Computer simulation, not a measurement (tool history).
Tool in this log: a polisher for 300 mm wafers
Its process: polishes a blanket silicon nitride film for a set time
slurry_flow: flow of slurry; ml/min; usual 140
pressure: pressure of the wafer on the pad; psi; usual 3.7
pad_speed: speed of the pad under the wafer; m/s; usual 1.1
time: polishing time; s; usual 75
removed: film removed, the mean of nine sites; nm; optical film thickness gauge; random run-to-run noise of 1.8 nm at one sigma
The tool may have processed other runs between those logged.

run	hour	slurry_flow	pressure	pad_speed	time	incoming thickness of the incoming film, nm	removed
1	0	140	3.7	1.1	75	668.3	141.6
2	35.7	140	3.7	1.1	75	673.5	137.4
3	55.6	140	3.7	1.1	75	681.6	139.8
4	70.6	140	3.7	1.1	75	665.8	134.6
5	103.5	140	3.7	1.02	75	667.8	121.7
# hour 107.1: slurry nozzle cleaned
# hour 109.8: worn pad replaced by a new one
6	134.7	140	3.7	1.02	75	668.4	132.6
7	152.9	140	3.7	1.02	75	673.8	133.6
8	184	140	3.7	1.1	54	684.4	98.6
9	204.2	140	3.7	1.1	54	675.3	97.1
10	221.9	140	3.7	1.1	54	669.4	94.8
# hour 231.5: worn pad replaced by a new one
11	240.9	140	4.3	0.8	75	673.7	128.1
12	267.7	140	4.3	0.8	75	673.6	130.8
13	300.3	140	3.7	1.1	75	669.8	141.3
14	334.8	140	3.7	1.1	75	670	133.5
# hour 348.7: worn pad replaced by a new one
15	354.3	140	3.3	0.9	75	672.9	110.7
# hour 367.2: head pressure recalibrated
16	378	140	3.7	1.1	75	677	142.4
17	399.9	140	3.7	1.1	75	670.7	142.6
18	423.1	140	2.8	1.1	75	670.8	103.7
19	437	110	4.1	1.1	55	655.3	107.9
20	452.4	120	4.8	1.1	75	681.6	170.1
# hour 461.4: worn pad replaced by a new one
# hour 463: slurry nozzle cleaned
21	510.7	140	3.7	1.02	75	668.9	130.6
22	538.5	180	4.9	0.84	87	668	177.6
23	558.7	165	3.3	1.1	75	677	126.3
24	592.4	140	2.7	1.1	75	674.6	93.9
# hour 598.3: worn pad replaced by a new one
25	615.8	140	3.7	1.1	75	675.9	142.6
26	634.2	110	3.7	1.1	99	671	180.1

For some of the steps in removed from one run to the next: how much would appear even if the tool had no hidden state, given the settings, what came in and random variation, and how much remains for the hidden state plus any gauge scatter that the measured result and the result without hidden state don't share?
The hidden state here: removal rate lost through wear of the pad, %; slurry flow missing at the pad, %; deviation of the head's pressure from its setpoint, %.
Run 5 -> 6: slurry nozzle cleaned, worn pad replaced by a new one. removed +10.9 nm: hidden state +13, all else -2.1.
Run 19 -> 20: slurry_flow 110 -> 120, pressure 4.1 -> 4.8, time 55 -> 75. removed +62.2 nm: hidden state -7.4, all else +69.6.
Run 22 -> 23: slurry_flow 180 -> 165, pressure 4.9 -> 3.3, pad_speed 0.84 -> 1.1, time 87 -> 75. removed -51.3 nm: hidden state -0.7, all else -50.6.
Run 24 -> 25: pressure 2.7 -> 3.7, worn pad replaced by a new one. removed +48.7 nm: hidden state +11.5, all else +37.2.
